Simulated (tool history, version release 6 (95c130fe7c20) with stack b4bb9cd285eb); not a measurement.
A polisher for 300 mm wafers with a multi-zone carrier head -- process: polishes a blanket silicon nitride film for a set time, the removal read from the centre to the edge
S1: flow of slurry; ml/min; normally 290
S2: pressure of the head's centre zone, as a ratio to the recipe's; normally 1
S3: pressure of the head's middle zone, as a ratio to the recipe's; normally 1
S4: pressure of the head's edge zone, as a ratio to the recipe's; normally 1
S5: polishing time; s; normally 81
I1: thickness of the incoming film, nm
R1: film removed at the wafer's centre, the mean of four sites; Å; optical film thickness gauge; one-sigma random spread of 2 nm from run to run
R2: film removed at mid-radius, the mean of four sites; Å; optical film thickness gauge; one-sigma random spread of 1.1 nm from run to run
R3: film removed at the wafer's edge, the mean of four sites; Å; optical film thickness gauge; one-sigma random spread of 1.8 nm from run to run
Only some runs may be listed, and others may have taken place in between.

| run | hour | S1 | S2 | S3 | S4 | S5 | I1 | R1 | R2 | R3 |
|---|---|---|---|---|---|---|---|---|---|---|
| 1 | 0 | 290 | 1 | 1 | 0.95 | 81 | 814.9 | 1469 | 1499 | 1503 |
| 2 | 55.2 | 290 | 1 | 1 | 0.95 | 81 | 801.1 | 1413 | 1513 | 1475 |
| 3 | 126.3 | 290 | 1 | 1 | 0.95 | 81 | 818.7 | 1389 | 1486 | 1473 |
|  | 164.7 | worn pad replaced by a new one |
| 4 | 231.4 | 290 | 1.07 | 1 | 1.06 | 81 | 815.6 | 1578 | 1574 | 1634 |
| 5 | 330.3 | 290 | 1.11 | 0.94 | 1 | 81 | 814.7 | 1603 | 1479 | 1566 |
|  | 355.3 | slurry nozzle cleaned |
| 6 | 381.5 | 335 | 1 | 1 | 1 | 54 | 829.2 | 1000 | 1064 | 1076 |
| 7 | 467.2 | 290 | 0.92 | 1 | 0.94 | 81 | 824.8 | 1374 | 1552 | 1555 |
|  | 474.5 | centre zone pressure recalibrated |
| 8 | 541.3 | 290 | 1 | 1 | 1 | 81 | 821.9 | 1487 | 1550 | 1540 |
| 9 | 589.6 | 290 | 1 | 1 | 1 | 81 | 824.9 | 1461 | 1517 | 1544 |
| 10 | 686.7 | 290 | 1 | 1.06 | 1 | 81 | 826.4 | 1417 | 1602 | 1532 |
|  | 761.1 | worn pad replaced by a new one |
| 11 | 774.1 | 290 | 1.06 | 1 | 1.07 | 81 | 808.6 | 1491 | 1563 | 1662 |
| 12 | 855.6 | 290 | 0.96 | 1 | 1 | 81 | 829 | 1426 | 1574 | 1586 |
| 13 | 949.8 | 290 | 1 | 1.05 | 1 | 63 | 812.1 | 1115 | 1272 | 1222 |
|  | 1012.4 | slurry nozzle cleaned |
| 14 | 1037 | 290 | 0.94 | 1 | 1 | 81 | 820.3 | 1329 | 1548 | 1556 |
|  | 1108 | carrier head's membrane replaced by a new one |
|  | 1113.6 | centre zone pressure recalibrated |
| 15 | 1135.1 | 290 | 1 | 1 | 1 | 81 | 838.8 | 1534 | 1553 | 1595 |
|  | 1262.8 | edge zone pressure recalibrated |
|  | 1401 | worn pad replaced by a new one |
| 16 | 1442.8 | 290 | 1 | 1 | 1 | 81 | 826.6 | 1438 | 1580 | 1564 |
| 17 | 1493.8 | 340 | 1 | 0.95 | 1 | 81 | 811 | 1536 | 1523 | 1627 |
|  | 1650.4 | slurry nozzle cleaned |
| 18 | 1743 | 290 | 1 | 1 | 1 | 81 | 829.6 | 1423 | 1547 | 1584 |
| 19 | 1784.8 | 290 | 1.04 | 1 | 1 | 103 | 807.5 | 1862 | 1967 | 2000 |
| 20 | 1823.2 | 290 | 1 | 1 | 1 | 81 | 830.5 | 1419 | 1556 | 1528 |
|  | 1867.4 | centre zone pressure recalibrated |
| 21 | 1889.8 | 355 | 0.94 | 0.93 | 1 | 81 | 811.4 | 1461 | 1467 | 1566 |
| 22 | 1973.6 | 290 | 1.08 | 1 | 1.09 | 81 | 829.1 | 1575 | 1520 | 1581 |
| 23 | 2066 | 290 | 1.11 | 1.09 | 0.94 | 58 | 832.3 | 1130 | 1146 | 1035 |

How would selected steps in R1 from run to run divide? Give the signed amount a tool lacking its hidden state would still show from settings, what came in and random variation, and the signed amount left for the hidden state, including any gauge scatter that is not in both of the compared results.
What the log doesn't record here: removal rate lost through wear of the pad, %; slurry flow missing at the pad, %; deviation of the centre zone's pressure from its setpoint, %; deviation of the edge zone's pressure from its setpoint, %.
Run 5 -> 6: S1 290 -> 335, S2 1.11 -> 1, S3 0.94 -> 1, S5 81 -> 54, slurry nozzle cleaned. R1 -603 Å: hidden state +38, all else -641.
Run 14 -> 15: S2 0.94 -> 1, carrier head's membrane replaced by a new one, centre zone pressure recalibrated. R1 +205 Å: hidden state +102, all else +103.
Run 20 -> 21: S1 290 -> 355, S2 1 -> 0.94, S3 1 -> 0.93, centre zone pressure recalibrated. R1 +42 Å: hidden state +120, all else -78.
Run 22 -> 23: S2 1.08 -> 1.11, S3 1 -> 1.09, S4 1.09 -> 0.94, S5 81 -> 58. R1 -445 Å: hidden state -9, all else -436.
